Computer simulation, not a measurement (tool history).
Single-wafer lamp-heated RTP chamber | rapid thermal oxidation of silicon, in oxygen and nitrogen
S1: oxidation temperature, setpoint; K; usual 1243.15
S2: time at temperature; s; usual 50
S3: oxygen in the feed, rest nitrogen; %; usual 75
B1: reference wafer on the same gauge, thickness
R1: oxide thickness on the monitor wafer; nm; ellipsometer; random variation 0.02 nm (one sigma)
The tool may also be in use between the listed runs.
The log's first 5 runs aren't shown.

run 6 hour=274.2 | S1=1243.15 S2=50 S3=61 | B1=3.612 | R1=4.138
-- hour=298.1 pyrometer window cleaned and pyrometer calibrated
run 7 hour=318.2 | S1=1243.15 S2=50 S3=61 | B1=3.601 | R1=4.039
run 8 hour=362.3 | S1=1243.15 S2=50 S3=75 | B1=3.616 | R1=4.293
run 9 hour=460.7 | S1=1243.15 S2=50 S3=75 | B1=3.611 | R1=4.295
run 10 hour=503.4 | S1=1243.15 S2=50 S3=75 | B1=3.611 | R1=4.347
run 11 hour=637.4 | S1=1243.15 S2=50 S3=75 | B1=3.611 | R1=4.371
run 12 hour=682 | S1=1243.15 S2=50 S3=75 | B1=3.603 | R1=4.378
run 13 hour=762.8 | S1=1243.15 S2=55 S3=75 | B1=3.605 | R1=4.61
-- hour=778.5 pyrometer window cleaned and pyrometer calibrated
run 14 hour=867.5 | S1=1243.15 S2=55 S3=75 | B1=3.617 | R1=4.485
run 15 hour=934.5 | S1=1243.15 S2=63 S3=75 | B1=3.615 | R1=4.73
-- hour=1013.9 gauge calibrated
-- hour=1248.4 pyrometer window cleaned and pyrometer calibrated
run 16 hour=1248.9 | S1=1243.15 S2=50 S3=75 | B1=3.608 | R1=4.281
run 17 hour=1323.1 | S1=1270.15 S2=34 S3=54 | B1=3.613 | R1=4.002
-- hour=1367.2 oxygen flow controller replaced
run 18 hour=1367.7 | S1=1243.15 S2=41 S3=53 | B1=3.609 | R1=3.631
run 19 hour=1435.2 | S1=1243.15 S2=50 S3=98 | B1=3.609 | R1=4.707
run 20 hour=1494.3 | S1=1264.15 S2=72 S3=75 | B1=3.623 | R1=5.859
run 21 hour=1603.6 | S1=1243.15 S2=29 S3=46 | B1=3.606 | R1=3.158
-- hour=1657.9 pyrometer window cleaned and pyrometer calibrated
run 22 hour=1658.4 | S1=1243.15 S2=50 S3=75 | B1=3.615 | R1=4.273
run 23 hour=1700.5 | S1=1218.15 S2=30 S3=67 | B1=3.612 | R1=3.037
run 24 hour=1760.9 | S1=1243.15 S2=50 S3=75 | B1=3.618 | R1=4.315
run 25 hour=1810.6 | S1=1243.15 S2=61 S3=98 | B1=3.606 | R1=5.099
run 26 hour=1862.9 | S1=1227.15 S2=66 S3=95 | B1=3.614 | R1=4.704
run 27 hour=1965.7 | S1=1260.15 S2=28 S3=89 | B1=3.61 | R1=4.084
run 28 hour=2046.7 | S1=1235.15 S2=42 S3=65 | B1=3.609 | R1=3.736
-- hour=2081.7 pyrometer window cleaned and pyrometer calibrated
run 29 hour=2118.3 | S1=1224.15 S2=73 S3=83 | B1=3.603 | R1=4.53
run 30 hour=2164.7 | S1=1243.15 S2=50 S3=50 | B1=3.609 | R1=3.818

Forecast each of these 3 alternatives for the next run:
run A hour=2165.2 | S1=1243.15 S2=50 S3=75 | B1=? | R1=?
run B hour=2165.2 | S1=1234.15 S2=50 S3=75 | B1=? | R1=?
run C hour=2165.2 | S1=1266.15 S2=63 S3=46 | B1=? | R1=?

run=A B1=3.606 R1=4.334
run=B B1=3.606 R1=4.08
run=C B1=3.606 R1=4.776
Without the tool's hidden state the same runs would have given:
run=A R1=4.315
run=B R1=4.062
run=C R1=4.755
